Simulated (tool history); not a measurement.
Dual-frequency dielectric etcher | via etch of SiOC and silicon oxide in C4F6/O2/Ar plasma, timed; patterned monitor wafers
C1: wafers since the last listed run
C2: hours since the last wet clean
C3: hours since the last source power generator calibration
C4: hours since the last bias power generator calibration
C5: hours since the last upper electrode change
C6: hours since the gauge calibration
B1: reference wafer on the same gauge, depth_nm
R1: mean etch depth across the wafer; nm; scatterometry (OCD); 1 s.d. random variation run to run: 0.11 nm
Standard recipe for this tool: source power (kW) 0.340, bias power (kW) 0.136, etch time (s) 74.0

{"run": 1, "hour": 0.0, "source power (kW)": 0.34, "bias power (kW)": 0.155, "etch time (s)": 74.0, "C1": 0, "C2": 420.1, "C3": 3988.5, "C4": 2723.4, "C5": 3274.1, "C6": 755.8, "B1": 71.9, "R1": 71.5}
{"hour": 98.7, "done": "wet clean of the chamber"}
{"run": 2, "hour": 99.2, "source power (kW)": 0.34, "bias power (kW)": 0.155, "etch time (s)": 74.0, "C1": 534, "C2": 0.5, "C3": 4087.7, "C4": 2822.6, "C5": 3373.3, "C6": 855.0, "B1": 71.9, "R1": 71.9}
{"run": 3, "hour": 106.6, "source power (kW)": 0.34, "bias power (kW)": 0.136, "etch time (s)": 74.0, "C1": 52, "C2": 7.9, "C3": 4095.1, "C4": 2830.0, "C5": 3380.7, "C6": 862.4, "B1": 71.8, "R1": 69.3}
{"run": 4, "hour": 134.9, "source power (kW)": 0.34, "bias power (kW)": 0.136, "etch time (s)": 74.0, "C1": 201, "C2": 36.2, "C3": 4123.4, "C4": 2858.3, "C5": 3409.0, "C6": 890.7, "B1": 71.9, "R1": 69.4}
{"run": 5, "hour": 168.3, "source power (kW)": 0.34, "bias power (kW)": 0.136, "etch time (s)": 74.0, "C1": 237, "C2": 69.6, "C3": 4156.8, "C4": 2891.7, "C5": 3442.4, "C6": 924.1, "B1": 71.9, "R1": 69.1}
{"hour": 224.5, "done": "upper electrode replaced"}
{"hour": 225.1, "done": "source power generator calibrated"}
{"run": 6, "hour": 225.6, "source power (kW)": 0.34, "bias power (kW)": 0.136, "etch time (s)": 74.0, "C1": 232, "C2": 126.9, "C3": 0.5, "C4": 2949.0, "C5": 1.1, "C6": 981.4, "B1": 71.9, "R1": 70.8}
{"run": 7, "hour": 226.0, "source power (kW)": 0.34, "bias power (kW)": 0.136, "etch time (s)": 74.0, "C1": 2, "C2": 127.3, "C3": 0.9, "C4": 2949.4, "C5": 1.5, "C6": 981.8, "B1": 71.9, "R1": 71.0}
{"hour": 233.8, "done": "gauge calibrated"}
{"run": 8, "hour": 244.1, "source power (kW)": 0.34, "bias power (kW)": 0.136, "etch time (s)": 63.5, "C1": 128, "C2": 145.4, "C3": 19.0, "C4": 2967.5, "C5": 19.6, "C6": 10.3, "B1": 71.9, "R1": 60.8}
{"hour": 259.1, "done": "bias power generator calibrated"}
{"run": 9, "hour": 273.1, "source power (kW)": 0.4, "bias power (kW)": 0.136, "etch time (s)": 74.0, "C1": 177, "C2": 174.4, "C3": 48.0, "C4": 14.0, "C5": 48.6, "C6": 39.3, "B1": 71.9, "R1": 77.2}
{"run": 10, "hour": 297.8, "source power (kW)": 0.34, "bias power (kW)": 0.136, "etch time (s)": 74.0, "C1": 175, "C2": 199.1, "C3": 72.7, "C4": 38.7, "C5": 73.3, "C6": 64.0, "B1": 71.9, "R1": 70.7}
{"run": 11, "hour": 323.8, "source power (kW)": 0.34, "bias power (kW)": 0.136, "etch time (s)": 74.0, "C1": 184, "C2": 225.1, "C3": 98.7, "C4": 64.7, "C5": 99.3, "C6": 90.0, "B1": 71.9, "R1": 70.6}
{"run": 12, "hour": 337.5, "source power (kW)": 0.34, "bias power (kW)": 0.136, "etch time (s)": 74.0, "C1": 97, "C2": 238.8, "C3": 112.4, "C4": 78.4, "C5": 113.0, "C6": 103.7, "B1": 71.9, "R1": 70.8}
{"run": 13, "hour": 364.0, "source power (kW)": 0.34, "bias power (kW)": 0.136, "etch time (s)": 74.0, "C1": 188, "C2": 265.3, "C3": 138.9, "C4": 104.9, "C5": 139.5, "C6": 130.2, "B1": 71.9, "R1": 70.6}
{"run": 14, "hour": 399.2, "source power (kW)": 0.34, "bias power (kW)": 0.154, "etch time (s)": 74.0, "C1": 250, "C2": 300.5, "C3": 174.1, "C4": 140.1, "C5": 174.7, "C6": 165.4, "B1": 71.9, "R1": 73.1}
{"run": 15, "hour": 422.8, "source power (kW)": 0.34, "bias power (kW)": 0.155, "etch time (s)": 74.0, "C1": 167, "C2": 324.1, "C3": 197.7, "C4": 163.7, "C5": 198.3, "C6": 189.0, "B1": 71.9, "R1": 73.0}
{"run": 16, "hour": 436.5, "source power (kW)": 0.27, "bias power (kW)": 0.124, "etch time (s)": 59.0, "C1": 97, "C2": 337.8, "C3": 211.4, "C4": 177.4, "C5": 212.0, "C6": 202.7, "B1": 71.9, "R1": 48.1}
{"run": 17, "hour": 459.0, "source power (kW)": 0.34, "bias power (kW)": 0.156, "etch time (s)": 74.0, "C1": 159, "C2": 360.3, "C3": 233.9, "C4": 199.9, "C5": 234.5, "C6": 225.2, "B1": 71.9, "R1": 73.2}
{"run": 18, "hour": 496.0, "source power (kW)": 0.38, "bias power (kW)": 0.136, "etch time (s)": 64.5, "C1": 263, "C2": 397.3, "C3": 270.9, "C4": 236.9, "C5": 271.5, "C6": 262.2, "B1": 71.9, "R1": 64.7}
{"run": 19, "hour": 527.2, "source power (kW)": 0.34, "bias power (kW)": 0.154, "etch time (s)": 74.0, "C1": 221, "C2": 428.5, "C3": 302.1, "C4": 268.1, "C5": 302.7, "C6": 293.4, "B1": 71.9, "R1": 72.5}
{"run": 20, "hour": 550.4, "source power (kW)": 0.31, "bias power (kW)": 0.136, "etch time (s)": 60.5, "C1": 164, "C2": 451.7, "C3": 325.3, "C4": 291.3, "C5": 325.9, "C6": 316.6, "B1": 71.9, "R1": 54.5}
{"run": 21, "hour": 585.5, "source power (kW)": 0.34, "bias power (kW)": 0.161, "etch time (s)": 74.0, "C1": 249, "C2": 486.8, "C3": 360.4, "C4": 326.4, "C5": 361.0, "C6": 351.7, "B1": 71.9, "R1": 73.4}
{"run": 22, "hour": 607.0, "source power (kW)": 0.3, "bias power (kW)": 0.164, "etch time (s)": 60.0, "C1": 152, "C2": 508.3, "C3": 381.9, "C4": 347.9, "C5": 382.5, "C6": 373.2, "B1": 71.9, "R1": 56.0}
{"hour": 652.1, "done": "wet clean of the chamber"}
{"run": 23, "hour": 652.6, "source power (kW)": 0.34, "bias power (kW)": 0.136, "etch time (s)": 91.0, "C1": 153, "C2": 0.5, "C3": 427.5, "C4": 393.5, "C5": 428.1, "C6": 418.8, "B1": 71.9, "R1": 86.8}
{"run": 24, "hour": 653.9, "source power (kW)": 0.34, "bias power (kW)": 0.106, "etch time (s)": 94.0, "C1": 9, "C2": 1.8, "C3": 428.8, "C4": 394.8, "C5": 429.4, "C6": 420.1, "B1": 71.9, "R1": 84.4}
{"run": 25, "hour": 678.0, "source power (kW)": 0.38, "bias power (kW)": 0.115, "etch time (s)": 61.5, "C1": 171, "C2": 25.9, "C3": 452.9, "C4": 418.9, "C5": 453.5, "C6": 444.2, "B1": 71.9, "R1": 59.6}
{"run": 26, "hour": 697.2, "source power (kW)": 0.34, "bias power (kW)": 0.136, "etch time (s)": 74.0, "C1": 136, "C2": 45.1, "C3": 472.1, "C4": 438.1, "C5": 472.7, "C6": 463.4, "B1": 71.9, "R1": 70.6}
{"run": 27, "hour": 712.3, "source power (kW)": 0.34, "bias power (kW)": 0.136, "etch time (s)": 74.0, "C1": 107, "C2": 60.2, "C3": 487.2, "C4": 453.2, "C5": 487.8, "C6": 478.5, "B1": 71.9, "R1": 70.5}
{"run": 28, "hour": 730.6, "source power (kW)": 0.38, "bias power (kW)": 0.136, "etch time (s)": 84.5, "C1": 130, "C2": 78.5, "C3": 505.5, "C4": 471.5, "C5": 506.1, "C6": 496.8, "B1": 71.9, "R1": 85.3}
{"run": 29, "hour": 803.6, "source power (kW)": 0.28, "bias power (kW)": 0.113, "etch time (s)": 55.5, "C1": 519, "C2": 151.5, "C3": 578.5, "C4": 544.5, "C5": 579.1, "C6": 569.8, "B1": 71.9, "R1": 45.2}
{"run": 30, "hour": 835.3, "source power (kW)": 0.36, "bias power (kW)": 0.16, "etch time (s)": 90.0, "C1": 225, "C2": 183.2, "C3": 610.2, "C4": 576.2, "C5": 610.8, "C6": 601.5, "B1": 71.9, "R1": 92.2}
{"run": 31, "hour": 866.4, "source power (kW)": 0.34, "bias power (kW)": 0.136, "etch time (s)": 74.0, "C1": 221, "C2": 214.3, "C3": 641.3, "C4": 607.3, "C5": 641.9, "C6": 632.6, "B1": 71.9, "R1": 70.3}

What differs in the tool's unlogged condition from the final listed run ahead of each entry between runs to the first listed run following it?
Runs 1 to 2: wet clean of the chamber (hour 98.7)
  etch rate over this chamber's usual, %: -0.727 -> -0.221; source power that arrives over what is set, %: -4.74 -> -4.77
  the result without the hidden state subtracted from the measured one, R1: -2.4 -> -2.0 nm
Runs 5 to 6: upper electrode replaced (hour 224.5); source power generator calibrated (hour 225.1)
  etch rate over this chamber's usual, %: -0.383 -> -0.519; source power that arrives over what is set, %: -4.78 -> 0.294
  the result without the hidden state subtracted from the measured one, R1: -2.1 -> -0.3 nm
Runs 7 to 8: gauge calibrated (hour 233.8)
  etch rate over this chamber's usual, %: -0.519 -> -0.562; source power that arrives over what is set, %: 0.293 -> 0.231
  the result without the hidden state subtracted from the measured one, R1: -0.2 -> -0.3 nm
Runs 8 to 9: bias power generator calibrated (hour 259.1)
  etch rate over this chamber's usual, %: -0.562 -> -0.631; source power that arrives over what is set, %: 0.231 -> 0.134
  the result without the hidden state subtracted from the measured one, R1: -0.3 -> -0.4 nm
Runs 22 to 23: wet clean of the chamber (hour 652.1)
  etch rate over this chamber's usual, %: -1.42 -> -0.115; source power that arrives over what is set, %: -0.863 -> -0.983
  the result without the hidden state subtracted from the measured one, R1: -1.1 -> -0.6 nm
